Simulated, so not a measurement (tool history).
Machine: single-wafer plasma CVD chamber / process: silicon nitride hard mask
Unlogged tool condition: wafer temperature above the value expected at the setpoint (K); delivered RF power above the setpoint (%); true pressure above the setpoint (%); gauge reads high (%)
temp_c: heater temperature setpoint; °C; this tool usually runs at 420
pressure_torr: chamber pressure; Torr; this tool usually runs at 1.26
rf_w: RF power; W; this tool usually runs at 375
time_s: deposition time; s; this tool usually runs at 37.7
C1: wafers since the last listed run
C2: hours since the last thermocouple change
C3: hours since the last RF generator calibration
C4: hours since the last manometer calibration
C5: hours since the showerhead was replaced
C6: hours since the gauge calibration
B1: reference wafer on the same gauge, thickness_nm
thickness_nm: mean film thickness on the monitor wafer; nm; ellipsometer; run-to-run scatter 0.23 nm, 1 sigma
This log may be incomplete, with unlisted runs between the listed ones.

run 1 hour=0 | temp_c=420 pressure_torr=1.26 rf_w=375 time_s=37.7 | C1=0 C2=23 C3=2243.5 C4=1502.6 C5=6833.3 C6=239.8 | B1=36.275 | thickness_nm=43.128
run 2 hour=65.5 | temp_c=409 pressure_torr=1.26 rf_w=375 time_s=37.7 | C1=1709 C2=88.5 C3=2309 C4=1568.1 C5=6898.8 C6=305.3 | B1=36.343 | thickness_nm=43.504
run 3 hour=126.6 | temp_c=409 pressure_torr=1.26 rf_w=375 time_s=37.7 | C1=1594 C2=149.6 C3=2370.1 C4=1629.2 C5=6959.9 C6=366.4 | B1=36.319 | thickness_nm=42.623
run 4 hour=159.3 | temp_c=420 pressure_torr=1.26 rf_w=335 time_s=37.7 | C1=853 C2=182.3 C3=2402.8 C4=1661.9 C5=6992.6 C6=399.1 | B1=36.323 | thickness_nm=40.78
-- hour=221.1 RF generator calibrated
run 5 hour=233.7 | temp_c=420 pressure_torr=1.26 rf_w=335 time_s=37.7 | C1=1732 C2=256.7 C3=12.6 C4=1736.3 C5=7067 C6=473.5 | B1=36.294 | thickness_nm=42.174
-- hour=270.8 capacitance manometer re-zeroed and calibrated
run 6 hour=271.3 | temp_c=420 pressure_torr=1.26 rf_w=335 time_s=37.7 | C1=772 C2=294.3 C3=50.2 C4=0.5 C5=7104.6 C6=511.1 | B1=36.239 | thickness_nm=42.4
-- hour=324 showerhead replaced
run 7 hour=332.6 | temp_c=420 pressure_torr=1.26 rf_w=375 time_s=37.7 | C1=1390 C2=355.6 C3=111.5 C4=61.8 C5=8.6 C6=572.4 | B1=36.289 | thickness_nm=44.625
run 8 hour=370.2 | temp_c=420 pressure_torr=1.26 rf_w=375 time_s=37.7 | C1=981 C2=393.2 C3=149.1 C4=99.4 C5=46.2 C6=610 | B1=36.325 | thickness_nm=44.316
run 9 hour=398.9 | temp_c=420 pressure_torr=1.02 rf_w=375 time_s=44.2 | C1=748 C2=421.9 C3=177.8 C4=128.1 C5=74.9 C6=638.7 | B1=36.276 | thickness_nm=49.432
run 10 hour=455.3 | temp_c=420 pressure_torr=1.26 rf_w=375 time_s=37.7 | C1=1471 C2=478.3 C3=234.2 C4=184.5 C5=131.3 C6=695.1 | B1=36.279 | thickness_nm=44.351
run 11 hour=503.6 | temp_c=420 pressure_torr=1.26 rf_w=375 time_s=37.7 | C1=1260 C2=526.6 C3=282.5 C4=232.8 C5=179.6 C6=743.4 | B1=36.357 | thickness_nm=43.885
run 12 hour=562 | temp_c=434 pressure_torr=1.26 rf_w=345 time_s=37.7 | C1=1523 C2=585 C3=340.9 C4=291.2 C5=238 C6=801.8 | B1=36.311 | thickness_nm=42.687
run 13 hour=597.1 | temp_c=420 pressure_torr=1.03 rf_w=425 time_s=44 | C1=915 C2=620.1 C3=376 C4=326.3 C5=273.1 C6=836.9 | B1=36.277 | thickness_nm=51.974
run 14 hour=640.9 | temp_c=420 pressure_torr=1.18 rf_w=445 time_s=37.7 | C1=1142 C2=663.9 C3=419.8 C4=370.1 C5=316.9 C6=880.7 | B1=36.219 | thickness_nm=46.784
run 15 hour=694.1 | temp_c=420 pressure_torr=1.26 rf_w=315 time_s=37.7 | C1=1388 C2=717.1 C3=473 C4=423.3 C5=370.1 C6=933.9 | B1=36.287 | thickness_nm=41.359
run 16 hour=758.9 | temp_c=415 pressure_torr=1.26 rf_w=375 time_s=37.7 | C1=1690 C2=781.9 C3=537.8 C4=488.1 C5=434.9 C6=998.7 | B1=36.36 | thickness_nm=44.548
-- hour=781.4 gauge calibrated
run 17 hour=793.9 | temp_c=420 pressure_torr=1.26 rf_w=375 time_s=41 | C1=913 C2=816.9 C3=572.8 C4=523.1 C5=469.9 C6=12.5 | B1=36.296 | thickness_nm=48.5
run 18 hour=831.4 | temp_c=420 pressure_torr=1.41 rf_w=375 time_s=43 | C1=978 C2=854.4 C3=610.3 C4=560.6 C5=507.4 C6=50 | B1=36.333 | thickness_nm=52.121
run 19 hour=874.6 | temp_c=420 pressure_torr=1.26 rf_w=375 time_s=37.7 | C1=1127 C2=897.6 C3=653.5 C4=603.8 C5=550.6 C6=93.2 | B1=36.347 | thickness_nm=44.242
run 20 hour=903 | temp_c=420 pressure_torr=1.26 rf_w=375 time_s=37.7 | C1=741 C2=926 C3=681.9 C4=632.2 C5=579 C6=121.6 | B1=36.283 | thickness_nm=43.923
run 21 hour=927.7 | temp_c=420 pressure_torr=1.26 rf_w=375 time_s=31.1 | C1=644 C2=950.7 C3=706.6 C4=656.9 C5=603.7 C6=146.3 | B1=36.295 | thickness_nm=36.383

Run 22, settings as shown, results not yet in. Your forecast:
run 22 hour=980.9 | temp_c=412 pressure_torr=1.26 rf_w=430 time_s=37.7 | C1=1388 C2=1003.9 C3=759.8 C4=710.1 C5=656.9 C6=199.5 | B1=? | thickness_nm=?

Run 22 produced B1 36.363, thickness_nm 47.1 nm.
Minus the tool's unlogged condition, the same run would have read thickness_nm 47.435 nm.
